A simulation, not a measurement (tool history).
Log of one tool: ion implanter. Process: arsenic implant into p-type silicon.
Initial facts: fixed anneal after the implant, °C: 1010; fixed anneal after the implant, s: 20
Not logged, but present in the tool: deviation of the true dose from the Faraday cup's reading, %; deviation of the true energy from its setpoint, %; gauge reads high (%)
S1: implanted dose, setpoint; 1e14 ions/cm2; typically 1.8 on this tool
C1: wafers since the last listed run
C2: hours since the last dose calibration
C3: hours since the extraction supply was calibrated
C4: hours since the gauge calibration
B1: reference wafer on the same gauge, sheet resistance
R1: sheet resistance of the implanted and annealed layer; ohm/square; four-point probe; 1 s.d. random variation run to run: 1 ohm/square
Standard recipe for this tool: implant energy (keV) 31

{"run": 1, "hour": 0.0, "S1": 1.8, "implant energy (keV)": 31, "C1": 0, "C2": 1533.7, "C3": 3862.5, "C4": 96.3, "B1": 459.14, "R1": 444.44}
{"run": 2, "hour": 41.5, "S1": 1.8, "implant energy (keV)": 31, "C1": 668, "C2": 1575.2, "C3": 3904, "C4": 137.8, "B1": 459.09, "R1": 441.6}
{"run": 3, "hour": 66.6, "S1": 1.8, "implant energy (keV)": 31, "C1": 404, "C2": 1600.3, "C3": 3929.1, "C4": 162.9, "B1": 458.78, "R1": 441.52}
{"run": 4, "hour": 101.0, "S1": 1.8, "implant energy (keV)": 31, "C1": 554, "C2": 1634.7, "C3": 3963.5, "C4": 197.3, "B1": 458.63, "R1": 442.49}
{"run": 5, "hour": 125.7, "S1": 1.8, "implant energy (keV)": 31, "C1": 398, "C2": 1659.4, "C3": 3988.2, "C4": 222, "B1": 459.22, "R1": 440.06}
{"run": 6, "hour": 151.7, "S1": 1.8, "implant energy (keV)": 31, "C1": 419, "C2": 1685.4, "C3": 4014.2, "C4": 248, "B1": 458.91, "R1": 439.38}
{"run": 7, "hour": 169.2, "S1": 1.8, "implant energy (keV)": 31, "C1": 282, "C2": 1702.9, "C3": 4031.7, "C4": 265.5, "B1": 459.04, "R1": 441.48}
{"run": 8, "hour": 186.6, "S1": 1.8, "implant energy (keV)": 31, "C1": 280, "C2": 1720.3, "C3": 4049.1, "C4": 282.9, "B1": 458.99, "R1": 440.31}
{"run": 9, "hour": 258.1, "S1": 1.8, "implant energy (keV)": 31, "C1": 1152, "C2": 1791.8, "C3": 4120.6, "C4": 354.4, "B1": 459.04, "R1": 437.51}
{"run": 10, "hour": 282.5, "S1": 1.8, "implant energy (keV)": 31, "C1": 393, "C2": 1816.2, "C3": 4145, "C4": 378.8, "B1": 458.78, "R1": 438.08}
{"run": 11, "hour": 299.9, "S1": 1.8, "implant energy (keV)": 31, "C1": 280, "C2": 1833.6, "C3": 4162.4, "C4": 396.2, "B1": 458.88, "R1": 440.06}
{"run": 12, "hour": 331.9, "S1": 1.8, "implant energy (keV)": 31, "C1": 515, "C2": 1865.6, "C3": 4194.4, "C4": 428.2, "B1": 459.24, "R1": 438.22}
{"run": 13, "hour": 349.9, "S1": 1.42, "implant energy (keV)": 35.5, "C1": 290, "C2": 1883.6, "C3": 4212.4, "C4": 446.2, "B1": 458.73, "R1": 509.85}
{"run": 14, "hour": 368.7, "S1": 1.8, "implant energy (keV)": 40, "C1": 303, "C2": 1902.4, "C3": 4231.2, "C4": 465, "B1": 458.98, "R1": 421.69}
{"run": 15, "hour": 381.4, "S1": 1.53, "implant energy (keV)": 31, "C1": 204, "C2": 1915.1, "C3": 4243.9, "C4": 477.7, "B1": 459.25, "R1": 489.4}
{"hour": 410.8, "done": "extraction supply calibrated"}
{"run": 16, "hour": 411.3, "S1": 1.8, "implant energy (keV)": 38, "C1": 352, "C2": 1945, "C3": 0.5, "C4": 507.6, "B1": 459.24, "R1": 423.02}
{"run": 17, "hour": 431.4, "S1": 1.95, "implant energy (keV)": 39, "C1": 323, "C2": 1965.1, "C3": 20.6, "C4": 527.7, "B1": 458.97, "R1": 397.04}
{"hour": 456.6, "done": "Faraday cup replaced and dose calibrated"}
{"run": 18, "hour": 467.3, "S1": 1.52, "implant energy (keV)": 22, "C1": 449, "C2": 10.7, "C3": 56.5, "C4": 563.6, "B1": 458.84, "R1": 541.23}
{"hour": 477.0, "done": "gauge calibrated"}
{"run": 19, "hour": 502.9, "S1": 1.8, "implant energy (keV)": 31, "C1": 573, "C2": 46.3, "C3": 92.1, "C4": 25.9, "B1": 458.71, "R1": 453.05}
{"run": 20, "hour": 524.4, "S1": 2.1, "implant energy (keV)": 39, "C1": 346, "C2": 67.8, "C3": 113.6, "C4": 47.4, "B1": 459.36, "R1": 392.34}
{"run": 21, "hour": 559.4, "S1": 2.32, "implant energy (keV)": 27.5, "C1": 564, "C2": 102.8, "C3": 148.6, "C4": 82.4, "B1": 459.31, "R1": 384.82}
{"run": 22, "hour": 583.9, "S1": 1.3, "implant energy (keV)": 22.5, "C1": 394, "C2": 127.3, "C3": 173.1, "C4": 106.9, "B1": 459.2, "R1": 603.85}

Run 23 has not been measured yet. What should we expect?
{"run": 23, "hour": 609.1, "S1": 1.8, "implant energy (keV)": 31, "C1": 406, "C2": 152.5, "C3": 198.3, "C4": 132.1, "B1": "?", "R1": "?"}

{"run 23": {"B1": 459.02, "R1": 453.46}}
With the hidden condition absent and the run-to-run variation left alone, this run would have shown R1 451.02 ohm/square.
